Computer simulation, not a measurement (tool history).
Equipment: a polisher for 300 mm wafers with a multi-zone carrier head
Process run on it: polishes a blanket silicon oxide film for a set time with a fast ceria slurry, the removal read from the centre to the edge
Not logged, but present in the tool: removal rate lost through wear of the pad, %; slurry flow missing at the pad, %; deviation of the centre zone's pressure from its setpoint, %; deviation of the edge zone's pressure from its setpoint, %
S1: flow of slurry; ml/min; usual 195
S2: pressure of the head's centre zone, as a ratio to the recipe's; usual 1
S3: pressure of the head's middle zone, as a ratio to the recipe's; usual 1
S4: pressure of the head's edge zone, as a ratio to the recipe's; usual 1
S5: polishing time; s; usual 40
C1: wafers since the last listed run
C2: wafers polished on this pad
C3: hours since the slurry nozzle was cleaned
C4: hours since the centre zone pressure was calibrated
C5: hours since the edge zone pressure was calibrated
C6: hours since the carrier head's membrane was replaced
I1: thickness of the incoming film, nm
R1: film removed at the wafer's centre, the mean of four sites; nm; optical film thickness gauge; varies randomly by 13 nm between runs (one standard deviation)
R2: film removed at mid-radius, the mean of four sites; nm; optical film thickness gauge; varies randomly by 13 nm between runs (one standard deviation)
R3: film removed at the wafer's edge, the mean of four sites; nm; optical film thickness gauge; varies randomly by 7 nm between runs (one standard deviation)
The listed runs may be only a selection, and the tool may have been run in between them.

Run 1, hour 0: usual settings; C1 0; C2 426; C3 590; C4 748; C5 1114.9; C6 856.3; I1 2063.9. Result: R1 853.8 nm, R2 883.8 nm, R3 862.6 nm.
Run 2, hour 16: usual settings; C1 215; C2 642; C3 606; C4 764; C5 1130.9; C6 872.3; I1 2076.1. Result: R1 837.4 nm, R2 867.7 nm, R3 843.6 nm.
At hour 49.1: worn pad replaced by a new one.
Run 3, hour 49.6: usual settings but S3 1.08; C1 399; C2 7; C3 639.6; C4 797.6; C5 1164.5; C6 905.9; I1 2070.4. Result: R1 869.7 nm, R2 905.3 nm, R3 865.7 nm.
Run 4, hour 82.1: usual settings but S2 1.05; C1 438; C2 445; C3 672.1; C4 830.1; C5 1197; C6 938.4; I1 2099.7. Result: R1 902.6 nm, R2 856.9 nm, R3 847.8 nm.
Run 5, hour 94.9: usual settings but S2 1.05; C1 172; C2 618; C3 684.9; C4 842.9; C5 1209.8; C6 951.2; I1 2072.3. Result: R1 888.6 nm, R2 863.9 nm, R3 841.5 nm.
At hour 130.5: worn pad replaced by a new one.
Run 6, hour 131: usual settings; C1 433; C2 6; C3 721; C4 879; C5 1245.9; C6 987.3; I1 2082.7. Result: R1 874.8 nm, R2 900.5 nm, R3 871.2 nm.
Run 7, hour 146.7: usual settings; C1 211; C2 218; C3 736.7; C4 894.7; C5 1261.6; C6 1003; I1 2097. Result: R1 879.3 nm, R2 886.7 nm, R3 866.3 nm.
At hour 155.6: carrier head's membrane replaced by a new one.
Run 8, hour 165.8: usual settings; C1 190; C2 408; C3 755.8; C4 913.8; C5 1280.7; C6 10.2; I1 2068.6. Result: R1 851.5 nm, R2 873.7 nm, R3 840 nm.
At hour 174.5: centre zone pressure recalibrated.
At hour 206.4: worn pad replaced by a new one.
Run 9, hour 259.6: usual settings but S3 1.12, S5 48 s; C1 1184; C2 718; C3 849.6; C4 85.1; C5 1374.5; C6 104; I1 2058.2. Result: R1 995.7 nm, R2 1073.9 nm, R3 986.5 nm.
At hour 282.6: slurry nozzle cleaned.
At hour 291.3: edge zone pressure recalibrated.
At hour 296.8: worn pad replaced by a new one.
Run 10, hour 297.3: usual settings but S3 0.96, S5 46 s; C1 414; C2 7; C3 14.7; C4 122.8; C5 6; C6 141.7; I1 2072.4. Result: R1 998.6 nm, R2 955 nm, R3 975.9 nm.
Run 11, hour 308.9: usual settings but S1 140 ml/min, S2 1.06, S4 1.08, S5 46 s; C1 156; C2 163; C3 26.3; C4 134.4; C5 17.6; C6 153.3; I1 2047. Result: R1 965.1 nm, R2 985.7 nm, R3 991.3 nm.
Run 12, hour 323.8: usual settings but S1 170 ml/min, S3 0.89, S4 1.11; C1 201; C2 364; C3 41.2; C4 149.3; C5 32.5; C6 168.2; I1 2030.4. Result: R1 839.5 nm, R2 794.9 nm, R3 871.4 nm.
Run 13, hour 350.9: usual settings; C1 365; C2 730; C3 68.3; C4 176.4; C5 59.6; C6 195.3; I1 2070.8. Result: R1 822.1 nm, R2 831 nm, R3 820.8 nm.
Run 14, hour 370.9: usual settings but S1 250 ml/min; C1 269; C2 1000; C3 88.3; C4 196.4; C5 79.6; C6 215.3; I1 2045.2. Result: R1 791.3 nm, R2 813.7 nm, R3 794.5 nm.
At hour 389.4: worn pad replaced by a new one.
Run 15, hour 406.2: usual settings; C1 422; C2 226; C3 123.6; C4 231.7; C5 114.9; C6 250.6; I1 2038.6. Result: R1 864 nm, R2 893.7 nm, R3 871.3 nm.
Run 16, hour 423.5: usual settings but S2 1.11, S3 1.07; C1 233; C2 460; C3 140.9; C4 249; C5 132.2; C6 267.9; I1 2023.1. Result: R1 939.5 nm, R2 902.2 nm, R3 868.8 nm.

3 ways to go on from here, each from the tool as it stands after run 16. What would each give?
Run A, hour 423.9: usual settings; C1 5; C2 465; C3 141.3; C4 249.4; C5 132.6; C6 268.3; I1 2084. Result: R1 ?, R2 ?, R3 ?.
Run B, hour 423.9: usual settings but S4 0.91, S5 31 s; C1 5; C2 465; C3 141.3; C4 249.4; C5 132.6; C6 268.3; I1 2084. Result: R1 ?, R2 ?, R3 ?.
Run C, hour 423.9: usual settings but S2 0.89, S3 0.95, S4 1.07; C1 5; C2 465; C3 141.3; C4 249.4; C5 132.6; C6 268.3; I1 2084. Result: R1 ?, R2 ?, R3 ?.

run     R1     R2     R3
  A  863.3  855.8  847.3
  B    669  663.3  629.3
  C  767.4  829.8  875.2
With the hidden condition removed and each run's random variation left untouched, the same runs would have given:
run     R1     R2     R3
  A  882.3  874.6    866
  B  683.8  677.9  643.2
  C  784.3    848  894.5

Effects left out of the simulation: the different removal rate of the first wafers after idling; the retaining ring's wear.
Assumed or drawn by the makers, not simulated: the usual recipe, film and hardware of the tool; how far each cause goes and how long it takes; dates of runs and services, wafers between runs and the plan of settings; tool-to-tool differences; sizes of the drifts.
